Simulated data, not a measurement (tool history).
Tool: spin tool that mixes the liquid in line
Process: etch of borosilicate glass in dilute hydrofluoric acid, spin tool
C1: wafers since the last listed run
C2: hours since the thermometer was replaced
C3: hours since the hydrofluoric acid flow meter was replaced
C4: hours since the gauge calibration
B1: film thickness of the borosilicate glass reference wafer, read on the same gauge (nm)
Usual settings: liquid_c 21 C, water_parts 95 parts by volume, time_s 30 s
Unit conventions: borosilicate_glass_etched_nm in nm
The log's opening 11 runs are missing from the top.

{"run": 12, "hour": 929.4, "liquid_c": 18.5, "water_parts": 95, "time_s": 45, "C1": 1018, "C2": 1546.2, "C3": 297, "C4": 1582.4, "B1": 29.98, "borosilicate_glass_etched_nm": 12.66}
{"run": 13, "hour": 985.0, "liquid_c": 18.5, "water_parts": 95, "time_s": 45, "C1": 853, "C2": 1601.8, "C3": 352.6, "C4": 1638, "B1": 29.97, "borosilicate_glass_etched_nm": 12.25}
{"run": 14, "hour": 1021.9, "liquid_c": 18.5, "water_parts": 95, "time_s": 45, "C1": 566, "C2": 1638.7, "C3": 389.5, "C4": 1674.9, "B1": 29.97, "borosilicate_glass_etched_nm": 12.33}
{"run": 15, "hour": 1109.7, "liquid_c": 21, "water_parts": 95, "time_s": 25, "C1": 1348, "C2": 1726.5, "C3": 477.3, "C4": 1762.7, "B1": 30.03, "borosilicate_glass_etched_nm": 7.49}
{"run": 16, "hour": 1161.8, "liquid_c": 21, "water_parts": 95, "time_s": 30, "C1": 800, "C2": 1778.6, "C3": 529.4, "C4": 1814.8, "B1": 29.99, "borosilicate_glass_etched_nm": 8.82}
{"run": 17, "hour": 1268.5, "liquid_c": 21, "water_parts": 95, "time_s": 30, "C1": 1638, "C2": 1885.3, "C3": 636.1, "C4": 1921.5, "B1": 30, "borosilicate_glass_etched_nm": 8.68}
{"hour": 1311.8, "done": "hydrofluoric acid flow meter replaced"}
{"run": 18, "hour": 1317.2, "liquid_c": 19.5, "water_parts": 110, "time_s": 25, "C1": 732, "C2": 1934, "C3": 5.4, "C4": 1970.2, "B1": 29.99, "borosilicate_glass_etched_nm": 6.61}
{"run": 19, "hour": 1592.1, "liquid_c": 21, "water_parts": 95, "time_s": 45, "C1": 4221, "C2": 2208.9, "C3": 280.3, "C4": 2245.1, "B1": 30.01, "borosilicate_glass_etched_nm": 14.22}
{"run": 20, "hour": 1645.8, "liquid_c": 21, "water_parts": 95, "time_s": 30, "C1": 824, "C2": 2262.6, "C3": 334, "C4": 2298.8, "B1": 29.99, "borosilicate_glass_etched_nm": 9.15}
{"run": 21, "hour": 1734.9, "liquid_c": 21, "water_parts": 95, "time_s": 45, "C1": 1368, "C2": 2351.7, "C3": 423.1, "C4": 2387.9, "B1": 29.99, "borosilicate_glass_etched_nm": 13.68}
{"run": 22, "hour": 1816.2, "liquid_c": 21, "water_parts": 95, "time_s": 30, "C1": 1248, "C2": 2433, "C3": 504.4, "C4": 2469.2, "B1": 30, "borosilicate_glass_etched_nm": 9.03}
{"hour": 1825.7, "done": "thermometer replaced"}
{"run": 23, "hour": 1870.8, "liquid_c": 22.5, "water_parts": 145, "time_s": 15, "C1": 823, "C2": 45.1, "C3": 559, "C4": 2523.8, "B1": 30.01, "borosilicate_glass_etched_nm": 2.93}
{"hour": 1913.5, "done": "gauge calibrated"}
{"run": 24, "hour": 1916.1, "liquid_c": 21, "water_parts": 95, "time_s": 15, "C1": 695, "C2": 90.4, "C3": 604.3, "C4": 2.6, "B1": 30.01, "borosilicate_glass_etched_nm": 4.5}
{"hour": 1968.8, "done": "hydrofluoric acid flow meter replaced"}
{"run": 25, "hour": 2023.7, "liquid_c": 21, "water_parts": 125, "time_s": 15, "C1": 1637, "C2": 198, "C3": 54.9, "C4": 110.2, "B1": 30, "borosilicate_glass_etched_nm": 3.54}
{"run": 26, "hour": 2060.1, "liquid_c": 25, "water_parts": 95, "time_s": 30, "C1": 559, "C2": 234.4, "C3": 91.3, "C4": 146.6, "B1": 30.03, "borosilicate_glass_etched_nm": 11.26}
{"run": 27, "hour": 2119.8, "liquid_c": 19.5, "water_parts": 95, "time_s": 30, "C1": 916, "C2": 294.1, "C3": 151, "C4": 206.3, "B1": 30.01, "borosilicate_glass_etched_nm": 9.1}
{"run": 28, "hour": 2219.1, "liquid_c": 21, "water_parts": 130, "time_s": 30, "C1": 1524, "C2": 393.4, "C3": 250.3, "C4": 305.6, "B1": 30, "borosilicate_glass_etched_nm": 6.54}
{"run": 29, "hour": 2280.9, "liquid_c": 17.5, "water_parts": 125, "time_s": 40, "C1": 949, "C2": 455.2, "C3": 312.1, "C4": 367.4, "B1": 30.01, "borosilicate_glass_etched_nm": 7.9}
{"run": 30, "hour": 2373.7, "liquid_c": 24.5, "water_parts": 80, "time_s": 30, "C1": 1425, "C2": 548, "C3": 404.9, "C4": 460.2, "B1": 30.03, "borosilicate_glass_etched_nm": 12.77}
{"run": 31, "hour": 2437.6, "liquid_c": 19, "water_parts": 55, "time_s": 30, "C1": 981, "C2": 611.9, "C3": 468.8, "C4": 524.1, "B1": 30, "borosilicate_glass_etched_nm": 14.92}
{"run": 32, "hour": 2505.0, "liquid_c": 23.5, "water_parts": 65, "time_s": 15, "C1": 1035, "C2": 679.3, "C3": 536.2, "C4": 591.5, "B1": 30, "borosilicate_glass_etched_nm": 7.5}
{"hour": 2533.2, "done": "hydrofluoric acid flow meter replaced"}
{"run": 33, "hour": 2605.1, "liquid_c": 18.5, "water_parts": 95, "time_s": 45, "C1": 1521, "C2": 779.4, "C3": 71.9, "C4": 691.6, "B1": 29.97, "borosilicate_glass_etched_nm": 12.96}

Below are 4 alternative next runs, each starting from the tool's condition after run 33. Predict each:
{"run": "A", "hour": 2605.5, "liquid_c": 21, "water_parts": 95, "time_s": 30, "C1": 6, "C2": 779.8, "C3": 72.3, "C4": 692, "B1": "?", "borosilicate_glass_etched_nm": "?"}
{"run": "B", "hour": 2605.5, "liquid_c": 21, "water_parts": 95, "time_s": 40, "C1": 6, "C2": 779.8, "C3": 72.3, "C4": 692, "B1": "?", "borosilicate_glass_etched_nm": "?"}
{"run": "C", "hour": 2605.5, "liquid_c": 21, "water_parts": 80, "time_s": 50, "C1": 6, "C2": 779.8, "C3": 72.3, "C4": 692, "B1": "?", "borosilicate_glass_etched_nm": "?"}
{"run": "D", "hour": 2605.5, "liquid_c": 18.5, "water_parts": 65, "time_s": 20, "C1": 6, "C2": 779.8, "C3": 72.3, "C4": 692, "B1": "?", "borosilicate_glass_etched_nm": "?"}

run=A B1=30.04 borosilicate_glass_etched_nm=9.58
run=B B1=30.04 borosilicate_glass_etched_nm=12.77
run=C B1=30.04 borosilicate_glass_etched_nm=19.3
run=D B1=30.04 borosilicate_glass_etched_nm=8.71
With no hidden state in the tool, these same runs would have given:
run=A borosilicate_glass_etched_nm=9.85
run=B borosilicate_glass_etched_nm=13.14
run=C borosilicate_glass_etched_nm=19.84
run=D borosilicate_glass_etched_nm=8.95
